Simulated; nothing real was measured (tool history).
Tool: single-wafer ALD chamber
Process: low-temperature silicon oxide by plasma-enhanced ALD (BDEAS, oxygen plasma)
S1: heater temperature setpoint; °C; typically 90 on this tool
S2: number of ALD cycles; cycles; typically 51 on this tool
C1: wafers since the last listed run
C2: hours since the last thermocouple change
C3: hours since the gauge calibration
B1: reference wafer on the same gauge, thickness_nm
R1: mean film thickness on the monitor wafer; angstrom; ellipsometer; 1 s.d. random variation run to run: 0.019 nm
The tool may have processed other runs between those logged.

run,hour,S1,S2,C1,C2,C3,B1,R1
1,0,90,51,0,1030.8,789.6,7.21,77.19
2,32.1,90,51,180,1062.9,821.7,7.221,77.46
3,58.1,90,51,146,1088.9,847.7,7.221,77.37
4,80.9,90,51,128,1111.7,870.5,7.219,77.3
5,103.7,90,51,128,1134.5,893.3,7.218,77.3
6,132.1,90,48,159,1162.9,921.7,7.219,72.76
7,155.3,90,48,130,1186.1,944.9,7.216,72.58
8,168.2,90,48,72,1199,957.8,7.223,73.08
9,182.6,90,51,80,1213.4,972.2,7.223,76.9
10,201.1,90,51,103,1231.9,990.7,7.217,77.16
11,220.1,90,51,106,1250.9,1009.7,7.221,77.26
# hour 245: gauge calibrated
12,245.6,90,51,143,1276.4,0.6,7.221,76.93
13,260.5,90,51,83,1291.3,15.5,7.223,77.24
14,284,90,55,132,1314.8,39,7.219,83.2
15,318.5,99,51,193,1349.3,73.5,7.22,74.95
16,349.7,99,51,175,1380.5,104.7,7.224,74.63
17,375.6,80,46,145,1406.4,130.6,7.221,71.95
18,388.8,90,51,74,1419.6,143.8,7.22,77.01
19,423.3,100,59,193,1454.1,178.3,7.218,86.2
20,437,80,47,76,1467.8,192,7.217,72.85
21,471.9,79,51,196,1502.7,226.9,7.22,79.46
22,506.4,101,56,193,1537.2,261.4,7.219,82.06
23,535.9,98,43,165,1566.7,290.9,7.216,62.98
24,553.7,86,42,100,1584.5,308.7,7.217,64.04
25,571.6,90,51,100,1602.4,326.6,7.211,76.31
26,590.9,104,51,108,1621.7,345.9,7.222,74.03
# hour 612.8: thermocouple changed; heater temperature recalibrated
27,625,98,59,146,12.2,380,7.218,87.72
28,646.8,100,59,122,34,401.8,7.22,87.66
29,667,103,42,113,54.2,422,7.218,61.86
30,690.8,90,42,133,78,445.8,7.225,63.93
31,709.2,90,51,103,96.4,464.2,7.223,77.71
32,739.9,100,47,172,127.1,494.9,7.22,69.43
33,762.8,95,51,128,150,517.8,7.221,76.89
34,787.6,90,42,139,174.8,542.6,7.214,64.15

Below are 5 alternative next runs, each starting from the tool's condition after run 34. Predict each:
A,788.1,83,51,2,175.3,543.1,?,?
B,788.1,81,55,2,175.3,543.1,?,?
C,788.1,78,43,2,175.3,543.1,?,?
D,788.1,90,54,2,175.3,543.1,?,?
E,788.1,95,43,2,175.3,543.1,?,?

run,B1,R1
A,7.211,79.52
B,7.211,86.3
C,7.211,68.11
D,7.211,82.34
E,7.211,64.51
What these runs would have given with no unlogged condition in the tool:
run,R1
A,79.62
B,86.41
C,68.19
D,82.44
E,64.59
